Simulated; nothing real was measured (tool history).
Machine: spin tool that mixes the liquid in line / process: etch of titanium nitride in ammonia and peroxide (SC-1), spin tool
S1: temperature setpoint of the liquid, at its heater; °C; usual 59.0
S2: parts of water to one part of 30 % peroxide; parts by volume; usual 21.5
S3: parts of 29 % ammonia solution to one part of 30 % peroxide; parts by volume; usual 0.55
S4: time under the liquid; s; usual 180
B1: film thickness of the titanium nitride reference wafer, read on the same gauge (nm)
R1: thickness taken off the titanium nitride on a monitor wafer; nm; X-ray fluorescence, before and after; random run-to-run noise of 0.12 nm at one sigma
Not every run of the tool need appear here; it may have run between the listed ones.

run     day    S1    S2    S3   S4     B1     R1
  1   0.000  59.0  17.5  0.55  180  50.01  16.83
  2   3.500  59.0  17.5  0.55  180  50.01  16.96
  3   5.033  59.0  17.5  0.55  180  49.99  16.78
  4   9.067  59.0  21.5  0.45  180  49.99  14.36
      9.421  -- new drum of ammonia solution connected
  5  11.775  59.0  21.5  0.55  180  50.00  15.18
  6  13.725  59.0  21.5  0.55  215  50.01  17.91
  7  16.079  59.0  21.5  0.55  180  50.01  15.26
  8  17.633  59.0  21.5  0.55  180  50.02  15.09
  9  22.046  59.0  21.5  0.55  180  49.98  14.99
     22.912  -- gauge calibrated
 10  24.021  63.0  21.5  0.65  105  50.02  11.75
     24.454  -- new drum of ammonia solution connected
 11  26.150  56.0  27.0  0.65  110  49.99   6.87
 12  29.617  54.5  31.0  0.40  285  50.00  13.59
 13  37.829  59.0  32.5  0.55  180  49.98  12.01
     39.042  -- thermometer replaced
 14  39.429  65.5  14.5  0.65  105  50.00  17.21
     39.500  -- new drum of ammonia solution connected
     41.933  -- heated supply line repaired
 15  42.646  59.0  21.5  0.55  180  50.01  15.18
 16  46.062  59.0  21.5  0.55  180  49.99  14.99
     47.896  -- ammonia flow meter replaced
 17  50.467  59.0  21.5  0.55  180  49.97  14.89
 18  54.546  65.0  28.5  0.55  180  49.99  18.85
     55.321  -- new drum of ammonia solution connected
 19  64.804  65.0  21.5  0.35  210  50.00  23.83

Hidden state, per run?
liquid hotter than its thermometer reads (K): 0 across all the runs
ammonia flow above the setpoint (%): 0 across all the runs
temperature lost on the way to the wafer (K): 0 across all the runs
ammonia solution weaker than its label (%): 0 across all the runs
gauge reads high (%): 0 across all the runs
